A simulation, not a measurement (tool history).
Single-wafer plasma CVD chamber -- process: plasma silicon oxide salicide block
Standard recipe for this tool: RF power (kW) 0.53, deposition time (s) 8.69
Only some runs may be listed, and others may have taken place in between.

run      day  RF power (kW)  deposition time (s)  wafers since the last listed run  hours since the last RF generator calibration  hours since the showerhead was replaced  hours since the gauge calibration  read-back reference wafer on the same gauge, thickness_nm  mean film thickness on the monitor wafer (Å)
  1        0          0.595                 9.76                                 0                                          939.4                                   2180.4                             1013.3                                                     97.957                                        985.37
  2    2.596          0.595                 9.76                              1704                                         1001.7                                   2242.7                             1075.6                                                     97.929                                        985.36
  3    5.804          0.595                 9.76                              2106                                         1078.7                                   2319.7                             1152.6                                                      97.84                                         981.6
  4    9.067           0.53                 7.52                              2141                                           1157                                     2398                             1230.9                                                      97.89                                        728.09
  5   10.683           0.53                 7.52                              1061                                         1195.8                                   2436.8                             1269.7                                                     97.885                                        729.71
  6   13.371           0.53                 7.52                              1764                                         1260.3                                   2501.3                             1334.2                                                      97.92                                        731.01
  7   14.883           0.53                  8.3                               992                                         1296.6                                   2537.6                             1370.5                                                     97.915                                        800.36
  8   16.783           0.53                 9.71                              1247                                         1342.2                                   2583.2                             1416.1                                                     97.926                                        940.07
  9   18.588           0.53                 9.71                              1184                                         1385.5                                   2626.5                             1459.4                                                     97.818                                         944.1
 10   21.679           0.53                 9.71                              2029                                         1459.7                                   2700.7                             1533.6                                                     97.974                                        941.28
 11   24.146           0.58                 8.69                              1619                                         1518.9                                   2759.9                             1592.8                                                      97.95                                        865.78
 12   27.512          0.475                 8.69                              2210                                         1599.7                                   2840.7                             1673.6                                                     97.927                                         815.9
 13   38.617           0.53                 8.69                              7289                                         1866.2                                   3107.2                             1940.1                                                     97.941                                        838.37
      39.554  -- RF generator calibrated
 14   42.983           0.53                 8.69                              2647                                           82.3                                     3212                             2044.9                                                     98.056                                         857.9
 15    47.35           0.56                 8.69                              2866                                          187.1                                   3316.8                             2149.7                                                     97.838                                        870.95
 16   49.596           0.56                 8.69                              1474                                            241                                   3370.7                             2203.6                                                     97.861                                        870.84
 17   53.996           0.57                 8.69                              2888                                          346.6                                   3476.3                             2309.2                                                     97.899                                        871.95
 18   57.104           0.57                 8.69                              2040                                          421.2                                   3550.9                             2383.8                                                     97.831                                        868.41
 19   61.258          0.465                 7.62                              2727                                          520.9                                   3650.6                             2483.5                                                     97.809                                        714.34
 20   65.208           0.53                 8.69                              2593                                          615.7                                   3745.4                             2578.3                                                     97.947                                        843.48
 21   69.579           0.53                 9.78                              2869                                          720.6                                   3850.3                             2683.2                                                     97.908                                        953.47
 22   71.729          0.475                 8.69                              1411                                          772.2                                   3901.9                             2734.8                                                     97.902                                        817.33
      74.717  -- showerhead replaced
 23   75.788          0.615                 9.16                              2445                                          869.6                                     25.7                             2832.2                                                     97.885                                        937.92
 24   80.133           0.44                 8.69                              2853                                          973.9                                      130                             2936.5                                                     97.967                                        793.27
 25     84.3          0.425                 8.69                              2735                                         1073.9                                      230                             3036.5                                                     97.927                                        786.01
 26   86.483          0.425                 8.69                              1433                                         1126.3                                    282.4                             3088.9                                                     98.056                                        782.52
      93.175  -- gauge calibrated
 27   96.229          0.625                 9.69                              6398                                         1360.2                                    516.3                               73.3                                                     97.939                                        994.04
 28   98.588           0.53                 9.55                              1548                                         1416.8                                    572.9                              129.9                                                     97.919                                        928.66
 29  101.258           0.53                 8.69                              1753                                         1480.9                                      637                                194                                                     97.888                                        846.38
 30  103.392           0.53                 8.69                              1400                                         1532.1                                    688.2                              245.2                                                      97.85                                        839.34
 31  105.975           0.53                 9.71                              1695                                         1594.1                                    750.2                              307.2                                                     97.912                                        940.41
 32  108.946          0.425                 7.24                              1950                                         1665.4                                    821.5                              378.5                                                     97.924                                         652.3
 33  112.104           0.63                   10                              2073                                         1741.2                                    897.3                              454.3                                                     97.801                                       1023.63
 34  114.692           0.53                 8.69                              1698                                         1803.3                                    959.4                              516.4                                                     97.927                                         840.6
 35  118.708           0.53                 9.36                              2636                                         1899.7                                   1055.8                              612.8                                                     97.841                                        905.58
 36  120.917           0.44                 7.54                              1449                                         1952.7                                   1108.8                              665.8                                                     98.018                                        686.78
 37    124.5           0.63                 8.69                              2352                                         2038.7                                   1194.8                              751.8                                                     97.902                                        891.53
 38  127.033          0.585                10.37                              1663                                         2099.5                                   1255.6                              812.6                                                     97.923                                       1038.18

Consider 5 possible next runs. They are alternatives, not a sequence: every one starts from the tool as it was left by run 38. What does each give?
  A  127.05           0.53                  9.2                                10                                         2099.9                                     1256                                813                                                          ?                                             ?
  B  127.05           0.44                 9.86                                10                                         2099.9                                     1256                                813                                                          ?                                             ?
  C  127.05          0.475                 8.04                                10                                         2099.9                                     1256                                813                                                          ?                                             ?
  D  127.05           0.49                 8.15                                10                                         2099.9                                     1256                                813                                                          ?                                             ?
  E  127.05           0.58                10.12                                10                                         2099.9                                     1256                                813                                                          ?                                             ?

run  read-back reference wafer on the same gauge, thickness_nm  mean film thickness on the monitor wafer (Å)
  A                                                     97.917                                        889.02
  B                                                     97.917                                        896.36
  C                                                     97.917                                        749.59
  D                                                     97.917                                        767.64
  E                                                     97.917                                       1006.91
Take away the tool's hidden state, keep each run's random variation, and the runs would have read:
run  mean film thickness on the monitor wafer (Å)
  A                                           910
  B                                        917.51
  C                                        767.28
  D                                        785.75
  E                                       1030.68
